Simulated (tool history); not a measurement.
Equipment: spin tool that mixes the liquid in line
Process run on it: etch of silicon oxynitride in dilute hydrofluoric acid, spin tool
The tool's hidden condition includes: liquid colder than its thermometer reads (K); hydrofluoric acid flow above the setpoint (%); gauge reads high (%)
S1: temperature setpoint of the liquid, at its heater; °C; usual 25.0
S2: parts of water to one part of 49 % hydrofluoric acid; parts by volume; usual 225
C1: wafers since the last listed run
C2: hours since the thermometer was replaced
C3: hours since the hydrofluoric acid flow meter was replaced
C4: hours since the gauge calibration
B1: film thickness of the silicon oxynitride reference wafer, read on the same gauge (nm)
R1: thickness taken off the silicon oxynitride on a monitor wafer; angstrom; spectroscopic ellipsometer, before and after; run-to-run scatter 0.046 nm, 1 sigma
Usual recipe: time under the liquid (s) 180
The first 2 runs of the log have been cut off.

run 3 day=1.904 | S1=25.0 S2=170 time_under_the_liquid_(s)=235 | C1=74 C2=2116.7 C3=491.4 C4=115.2 | B1=60.006 | R1=76.16
run 4 day=3.221 | S1=25.0 S2=225 time_under_the_liquid_(s)=180 | C1=167 C2=2148.3 C3=523.0 C4=146.8 | B1=59.982 | R1=41.42
run 5 day=3.892 | S1=25.0 S2=225 time_under_the_liquid_(s)=180 | C1=85 C2=2164.4 C3=539.1 C4=162.9 | B1=60.015 | R1=42.49
run 6 day=5.271 | S1=25.0 S2=195 time_under_the_liquid_(s)=205 | C1=175 C2=2197.5 C3=572.2 C4=196.0 | B1=60.014 | R1=55.76
run 7 day=5.788 | S1=25.0 S2=195 time_under_the_liquid_(s)=205 | C1=65 C2=2209.9 C3=584.6 C4=208.4 | B1=59.998 | R1=56.36
run 8 day=6.321 | S1=25.0 S2=195 time_under_the_liquid_(s)=205 | C1=67 C2=2222.7 C3=597.4 C4=221.2 | B1=59.991 | R1=57.10
run 9 day=7.496 | S1=28.5 S2=225 time_under_the_liquid_(s)=180 | C1=149 C2=2250.9 C3=625.6 C4=249.4 | B1=60.001 | R1=48.67
run 10 day=8.025 | S1=28.5 S2=225 time_under_the_liquid_(s)=180 | C1=67 C2=2263.6 C3=638.3 C4=262.1 | B1=59.990 | R1=47.35
run 11 day=8.542 | S1=28.5 S2=225 time_under_the_liquid_(s)=180 | C1=65 C2=2276.0 C3=650.7 C4=274.5 | B1=59.991 | R1=49.05
run 12 day=9.292 | S1=25.0 S2=225 time_under_the_liquid_(s)=180 | C1=95 C2=2294.0 C3=668.7 C4=292.5 | B1=59.995 | R1=42.04
run 13 day=10.238 | S1=25.0 S2=225 time_under_the_liquid_(s)=180 | C1=120 C2=2316.7 C3=691.4 C4=315.2 | B1=60.014 | R1=41.73
-- day=11.346 gauge calibrated
run 14 day=11.483 | S1=25.0 S2=225 time_under_the_liquid_(s)=180 | C1=158 C2=2346.6 C3=721.3 C4=3.3 | B1=60.002 | R1=43.08
run 15 day=12.412 | S1=25.0 S2=225 time_under_the_liquid_(s)=155 | C1=118 C2=2368.9 C3=743.6 C4=25.6 | B1=60.000 | R1=36.16
run 16 day=13.138 | S1=25.0 S2=170 time_under_the_liquid_(s)=235 | C1=92 C2=2386.3 C3=761.0 C4=43.0 | B1=60.002 | R1=75.56
run 17 day=14.371 | S1=25.0 S2=305 time_under_the_liquid_(s)=250 | C1=156 C2=2415.9 C3=790.6 C4=72.6 | B1=60.014 | R1=39.99
-- day=15.067 thermometer replaced
run 18 day=18.379 | S1=25.0 S2=225 time_under_the_liquid_(s)=215 | C1=504 C2=79.5 C3=886.8 C4=168.8 | B1=59.996 | R1=49.24
-- day=19.083 hydrofluoric acid flow meter replaced
run 19 day=19.288 | S1=22.0 S2=225 time_under_the_liquid_(s)=180 | C1=110 C2=101.3 C3=4.9 C4=190.6 | B1=60.013 | R1=36.41
run 20 day=20.388 | S1=28.5 S2=145 time_under_the_liquid_(s)=230 | C1=139 C2=127.7 C3=31.3 C4=217.0 | B1=60.003 | R1=101.43
run 21 day=21.725 | S1=25.0 S2=225 time_under_the_liquid_(s)=180 | C1=169 C2=159.8 C3=63.4 C4=249.1 | B1=59.994 | R1=41.94
run 22 day=22.396 | S1=25.0 S2=225 time_under_the_liquid_(s)=180 | C1=85 C2=175.9 C3=79.5 C4=265.2 | B1=60.027 | R1=41.79
run 23 day=23.367 | S1=21.0 S2=280 time_under_the_liquid_(s)=145 | C1=123 C2=199.2 C3=102.8 C4=288.5 | B1=59.989 | R1=21.51
run 24 day=23.925 | S1=25.0 S2=225 time_under_the_liquid_(s)=210 | C1=70 C2=212.6 C3=116.2 C4=301.9 | B1=60.005 | R1=48.70

Run 25, settings as shown, results not yet in. Your forecast:
-- day=24.854 gauge calibrated
run 25 day=25.304 | S1=20.5 S2=295 time_under_the_liquid_(s)=115 | C1=175 C2=245.7 C3=149.3 C4=10.8 | B1=? | R1=?

{"run 25": {"B1": 60.016, "R1": 15.96}}
Minus the tool's unlogged condition, the same run would have read R1 15.96 angstrom.
